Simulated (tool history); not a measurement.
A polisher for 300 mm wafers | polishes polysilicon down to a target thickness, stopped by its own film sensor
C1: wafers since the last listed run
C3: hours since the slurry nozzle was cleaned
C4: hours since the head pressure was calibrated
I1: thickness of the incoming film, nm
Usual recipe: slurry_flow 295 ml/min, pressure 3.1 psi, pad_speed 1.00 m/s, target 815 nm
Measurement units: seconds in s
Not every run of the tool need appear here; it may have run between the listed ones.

Run 1, hour 0.0: usual settings but target 900 nm; C1 0; wafers polished on this pad 478; C3 161.9; C4 1314.1; I1 1305.2. Result: seconds 32.7 s.
Run 2, hour 10.7: usual settings; C1 101; wafers polished on this pad 579; C3 172.6; C4 1324.8; I1 1309.6. Result: seconds 40.2 s.
Run 3, hour 25.6: usual settings; C1 141; wafers polished on this pad 720; C3 187.5; C4 1339.7; I1 1337.3. Result: seconds 42.7 s.
Run 4, hour 32.8: usual settings; C1 68; wafers polished on this pad 789; C3 194.7; C4 1346.9; I1 1332.1. Result: seconds 42.6 s.
Run 5, hour 44.4: usual settings; C1 109; wafers polished on this pad 899; C3 206.3; C4 1358.5; I1 1308.9. Result: seconds 40.6 s.
At hour 52.0: worn pad replaced by a new one.
Run 6, hour 55.1: usual settings; C1 63; wafers polished on this pad 29; C3 217.0; C4 1369.2; I1 1299.4. Result: seconds 39.5 s.
Run 7, hour 66.6: usual settings; C1 109; wafers polished on this pad 138; C3 228.5; C4 1380.7; I1 1300.2. Result: seconds 40.2 s.
Run 8, hour 72.9: usual settings; C1 59; wafers polished on this pad 197; C3 234.8; C4 1387.0; I1 1300.1. Result: seconds 39.7 s.
Run 9, hour 81.4: usual settings; C1 80; wafers polished on this pad 278; C3 243.3; C4 1395.5; I1 1297.2. Result: seconds 39.3 s.
Run 10, hour 98.2: usual settings but pressure 3.8 psi; C1 159; wafers polished on this pad 437; C3 260.1; C4 1412.3; I1 1303.9. Result: seconds 32.6 s.
Run 11, hour 115.8: usual settings but pressure 3.8 psi; C1 166; wafers polished on this pad 604; C3 277.7; C4 1429.9; I1 1318.5. Result: seconds 33.3 s.
Run 12, hour 122.0: usual settings but slurry_flow 335 ml/min; C1 58; wafers polished on this pad 663; C3 283.9; C4 1436.1; I1 1295.7. Result: seconds 39.4 s.
Run 13, hour 129.8: usual settings but slurry_flow 335 ml/min; C1 73; wafers polished on this pad 737; C3 291.7; C4 1443.9; I1 1292.7. Result: seconds 38.6 s.
Run 14, hour 146.8: usual settings but slurry_flow 335 ml/min; C1 161; wafers polished on this pad 898; C3 308.7; C4 1460.9; I1 1299.0. Result: seconds 38.7 s.
At hour 159.1: head pressure recalibrated.
Run 15, hour 161.5: usual settings; C1 120; wafers polished on this pad 1018; C3 323.4; C4 2.4; I1 1309.5. Result: seconds 48.2 s.
Run 16, hour 172.1: usual settings but target 776 nm; C1 100; wafers polished on this pad 1119; C3 334.0; C4 13.0; I1 1306.6. Result: seconds 51.4 s.
At hour 176.8: worn pad replaced by a new one.
Run 17, hour 188.8: usual settings but pad_speed 1.22 m/s, target 853 nm; C1 120; wafers polished on this pad 113; C3 350.7; C4 29.7; I1 1319.6. Result: seconds 36.6 s.
Run 18, hour 203.1: usual settings but pad_speed 1.30 m/s; C1 135; wafers polished on this pad 248; C3 365.0; C4 44.0; I1 1309.8. Result: seconds 36.7 s.
Run 19, hour 255.5: usual settings; C1 496; wafers polished on this pad 745; C3 417.4; C4 96.4; I1 1323.1. Result: seconds 48.9 s.
Run 20, hour 262.3: usual settings but pressure 2.4 psi, target 961 nm; C1 64; wafers polished on this pad 810; C3 424.2; C4 103.2; I1 1308.0. Result: seconds 43.9 s.
Run 21, hour 278.3: usual settings; C1 151; wafers polished on this pad 961; C3 440.2; C4 119.2; I1 1334.2. Result: seconds 50.0 s.
At hour 284.0: worn pad replaced by a new one.
Run 22, hour 293.2: usual settings but slurry_flow 375 ml/min, pad_speed 0.80 m/s; C1 103; wafers polished on this pad 86; C3 455.1; C4 134.1; I1 1311.0. Result: seconds 59.3 s.
Run 23, hour 303.9: usual settings but slurry_flow 365 ml/min, pad_speed 0.78 m/s, target 930 nm; C1 101; wafers polished on this pad 188; C3 465.8; C4 144.8; I1 1295.3. Result: seconds 44.3 s.
Run 24, hour 320.9: usual settings but slurry_flow 200 ml/min, pressure 3.8 psi, pad_speed 0.80 m/s, target 649 nm; C1 161; wafers polished on this pad 349; C3 482.8; C4 161.8; I1 1292.2. Result: seconds 67.4 s.
Run 25, hour 332.9: usual settings; C1 113; wafers polished on this pad 463; C3 494.8; C4 173.8; I1 1322.3. Result: seconds 49.3 s.
At hour 345.3: slurry nozzle cleaned.
Run 26, hour 349.6: usual settings but pressure 3.7 psi; C1 148; wafers polished on this pad 611; C3 4.3; C4 190.5; I1 1283.0. Result: seconds 36.2 s.
Run 27, hour 356.3: usual settings; C1 63; wafers polished on this pad 675; C3 11.0; C4 197.2; I1 1320.1. Result: seconds 46.5 s.
Run 28, hour 369.2: usual settings but slurry_flow 225 ml/min, pressure 2.1 psi, pad_speed 0.86 m/s; C1 122; wafers polished on this pad 797; C3 23.9; C4 210.1; I1 1306.3. Result: seconds 79.8 s.
Run 29, hour 381.5: usual settings but slurry_flow 235 ml/min; C1 116; wafers polished on this pad 914; C3 36.2; C4 222.4; I1 1302.3. Result: seconds 45.3 s.
Run 30, hour 393.5: usual settings but slurry_flow 265 ml/min, pad_speed 1.34 m/s; C1 113; wafers polished on this pad 1027; C3 48.2; C4 234.4; I1 1310.4. Result: seconds 34.3 s.
At hour 403.5: worn pad replaced by a new one.
Run 31, hour 404.7: usual settings but pad_speed 1.34 m/s, target 764 nm; C1 68; wafers polished on this pad 10; C3 59.4; C4 245.6; I1 1293.0. Result: seconds 36.3 s.
Run 32, hour 420.0: usual settings but target 679 nm; C1 145; wafers polished on this pad 155; C3 74.7; C4 260.9; I1 1298.9. Result: seconds 56.6 s.
Run 33, hour 426.1: usual settings but pressure 3.4 psi, pad_speed 0.88 m/s, target 934 nm; C1 57; wafers polished on this pad 213; C3 80.8; C4 267.0; I1 1291.9. Result: seconds 34.0 s.
Run 34, hour 443.2: usual settings; C1 162; wafers polished on this pad 375; C3 97.9; C4 284.1; I1 1289.0. Result: seconds 43.7 s.
Run 35, hour 452.0: usual settings but slurry_flow 260 ml/min, pad_speed 1.12 m/s; C1 83; wafers polished on this pad 459; C3 106.7; C4 292.9; I1 1326.3. Result: seconds 42.9 s.

3 options for the next run, each taken on its own from the tool as it stands now. Forecast them:
Run A, hour 452.4: usual settings but pressure 3.5 psi; C1 3; wafers polished on this pad 463; C3 107.1; C4 293.3; I1 1297.2. Result: seconds ?.
Run B, hour 452.4: usual settings but slurry_flow 395 ml/min, target 955 nm; C1 3; wafers polished on this pad 463; C3 107.1; C4 293.3; I1 1297.2. Result: seconds ?.
Run C, hour 452.4: usual settings but slurry_flow 355 ml/min; C1 3; wafers polished on this pad 463; C3 107.1; C4 293.3; I1 1297.2. Result: seconds ?.

run  seconds
  A     39.9
  B     31.2
  C     44.4
The same runs, with their run-to-run variation unchanged, on a tool lacking any hidden condition would have given:
run  seconds
  A     39.4
  B     30.9
  C     43.8
